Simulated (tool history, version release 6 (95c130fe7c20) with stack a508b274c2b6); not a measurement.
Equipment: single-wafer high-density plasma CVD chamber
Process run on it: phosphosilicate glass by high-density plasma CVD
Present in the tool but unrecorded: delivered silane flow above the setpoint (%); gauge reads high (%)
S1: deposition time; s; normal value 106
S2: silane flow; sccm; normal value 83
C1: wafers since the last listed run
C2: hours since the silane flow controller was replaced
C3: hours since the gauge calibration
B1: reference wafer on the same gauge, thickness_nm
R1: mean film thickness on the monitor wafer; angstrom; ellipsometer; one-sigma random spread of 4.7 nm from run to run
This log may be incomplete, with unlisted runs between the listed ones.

run	hour	S1	S2	C1	C2	C3	B1	R1
1	0.0	106	83	0	3115.8	79.8	795.505	7978.00
2	37.3	106	83	583	3153.1	117.1	796.052	7949.27
3	221.2	106	83	2879	3337.0	301.0	798.308	7999.04
4	256.9	106	83	558	3372.7	336.7	801.109	8043.82
5	290.1	106	83	519	3405.9	369.9	800.535	8084.06
6	345.0	106	83	859	3460.8	424.8	801.285	8051.43
7	372.8	99	83	435	3488.6	452.6	804.570	7421.07
8	418.2	106	83	710	3534.0	498.0	804.022	8032.63
9	443.2	106	83	391	3559.0	523.0	806.334	7971.29
10	476.8	106	83	526	3592.6	556.6	807.995	7965.77
11	530.9	106	83	846	3646.7	610.7	811.500	8070.27
12	577.5	106	83	729	3693.3	657.3	813.126	8131.97
13	624.8	106	83	740	3740.6	704.6	815.669	8147.98
14	655.7	106	83	483	3771.5	735.5	816.956	8106.65
15	693.7	106	83	594	3809.5	773.5	820.226	8236.56
16	736.1	106	70	663	3851.9	815.9	822.740	7011.56
# hour 762.7: silane flow controller replaced
17	786.6	112	76	665	23.9	866.4	826.397	8017.71
# hour 795.9: gauge calibrated
18	817.4	93	89	482	54.7	21.5	795.939	7399.76
19	988.1	94	83	2672	225.4	192.2	797.144	7025.33
20	1054.8	119	92	1044	292.1	258.9	798.161	9832.99
21	1125.8	95	96	1111	363.1	329.9	799.328	8107.68
22	1173.2	106	83	742	410.5	377.3	801.727	8021.80
23	1239.0	119	97	1030	476.3	443.1	803.780	10510.84
24	1308.0	120	68	1080	545.3	512.1	805.849	7530.86
25	1333.1	106	83	392	570.4	537.2	808.586	8033.36
26	1357.1	89	68	375	594.4	561.2	808.431	5637.17
27	1415.6	106	83	915	652.9	619.7	811.352	8127.86

Forecast each of these 4 alternatives for the next run:
A	1416.0	115	83	6	653.3	620.1	?	?
B	1416.0	126	73	6	653.3	620.1	?	?
C	1416.0	127	91	6	653.3	620.1	?	?
D	1416.0	96	92	6	653.3	620.1	?	?

run	B1	R1
A	811.902	8762.90
B	811.902	8530.53
C	811.902	10540.54
D	811.902	8049.22
Take away the tool's hidden state, keep each run's random variation, and the runs would have read:
run	R1
A	8584.34
B	8356.70
C	10325.75
D	7885.20

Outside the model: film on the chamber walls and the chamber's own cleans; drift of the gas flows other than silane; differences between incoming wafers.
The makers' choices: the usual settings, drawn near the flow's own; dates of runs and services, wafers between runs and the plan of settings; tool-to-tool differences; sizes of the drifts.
